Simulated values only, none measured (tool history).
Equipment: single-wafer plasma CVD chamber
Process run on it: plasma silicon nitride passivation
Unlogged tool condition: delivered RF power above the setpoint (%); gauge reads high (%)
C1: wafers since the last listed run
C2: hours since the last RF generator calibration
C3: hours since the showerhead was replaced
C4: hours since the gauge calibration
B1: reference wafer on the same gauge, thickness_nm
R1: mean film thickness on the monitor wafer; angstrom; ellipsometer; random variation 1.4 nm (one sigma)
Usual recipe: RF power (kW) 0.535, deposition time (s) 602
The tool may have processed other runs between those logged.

{"run": 1, "hour": 0.0, "RF power (kW)": 0.505, "deposition time (s)": 684, "C1": 0, "C2": 1842.4, "C3": 2421.9, "C4": 268.9, "B1": 1029.819, "R1": 9780.02}
{"run": 2, "hour": 22.6, "RF power (kW)": 0.505, "deposition time (s)": 684, "C1": 90, "C2": 1865.0, "C3": 2444.5, "C4": 291.5, "B1": 1030.221, "R1": 9737.68}
{"run": 3, "hour": 44.2, "RF power (kW)": 0.535, "deposition time (s)": 602, "C1": 86, "C2": 1886.6, "C3": 2466.1, "C4": 313.1, "B1": 1029.886, "R1": 8791.63}
{"run": 4, "hour": 60.7, "RF power (kW)": 0.535, "deposition time (s)": 602, "C1": 65, "C2": 1903.1, "C3": 2482.6, "C4": 329.6, "B1": 1030.232, "R1": 8792.51}
{"run": 5, "hour": 95.5, "RF power (kW)": 0.535, "deposition time (s)": 687, "C1": 138, "C2": 1937.9, "C3": 2517.4, "C4": 364.4, "B1": 1030.014, "R1": 10012.22}
{"hour": 123.8, "done": "gauge calibrated"}
{"run": 6, "hour": 124.1, "RF power (kW)": 0.535, "deposition time (s)": 602, "C1": 114, "C2": 1966.5, "C3": 2546.0, "C4": 0.3, "B1": 1029.976, "R1": 8749.4}
{"run": 7, "hour": 142.9, "RF power (kW)": 0.535, "deposition time (s)": 602, "C1": 75, "C2": 1985.3, "C3": 2564.8, "C4": 19.1, "B1": 1029.791, "R1": 8766.87}
{"run": 8, "hour": 175.6, "RF power (kW)": 0.535, "deposition time (s)": 602, "C1": 130, "C2": 2018.0, "C3": 2597.5, "C4": 51.8, "B1": 1030.067, "R1": 8785.95}
{"run": 9, "hour": 189.5, "RF power (kW)": 0.535, "deposition time (s)": 602, "C1": 55, "C2": 2031.9, "C3": 2611.4, "C4": 65.7, "B1": 1029.837, "R1": 8789.4}
{"run": 10, "hour": 205.7, "RF power (kW)": 0.535, "deposition time (s)": 602, "C1": 64, "C2": 2048.1, "C3": 2627.6, "C4": 81.9, "B1": 1030.131, "R1": 8742.77}
{"run": 11, "hour": 226.3, "RF power (kW)": 0.59, "deposition time (s)": 491, "C1": 82, "C2": 2068.7, "C3": 2648.2, "C4": 102.5, "B1": 1029.92, "R1": 7432.91}
{"hour": 255.4, "done": "RF generator calibrated"}
{"hour": 260.8, "done": "showerhead replaced"}
{"run": 12, "hour": 261.3, "RF power (kW)": 0.445, "deposition time (s)": 549, "C1": 86, "C2": 5.9, "C3": 0.5, "C4": 137.5, "B1": 1029.576, "R1": 7637.98}
{"run": 13, "hour": 272.0, "RF power (kW)": 0.64, "deposition time (s)": 667, "C1": 42, "C2": 16.6, "C3": 11.2, "C4": 148.2, "B1": 1030.482, "R1": 10712.15}
{"run": 14, "hour": 290.1, "RF power (kW)": 0.535, "deposition time (s)": 602, "C1": 72, "C2": 34.7, "C3": 29.3, "C4": 166.3, "B1": 1029.971, "R1": 9051.34}
{"run": 15, "hour": 304.2, "RF power (kW)": 0.49, "deposition time (s)": 699, "C1": 56, "C2": 48.8, "C3": 43.4, "C4": 180.4, "B1": 1030.315, "R1": 10128.99}

Predict the results of run 16:
{"run": 16, "hour": 389.5, "RF power (kW)": 0.605, "deposition time (s)": 689, "C1": 340, "C2": 134.1, "C3": 128.7, "C4": 265.7, "B1": "?", "R1": "?"}

B1: 1029.641
R1: 10798.91 angstrom
Without the tool's hidden state the same run would have given R1 10862.19 angstrom.
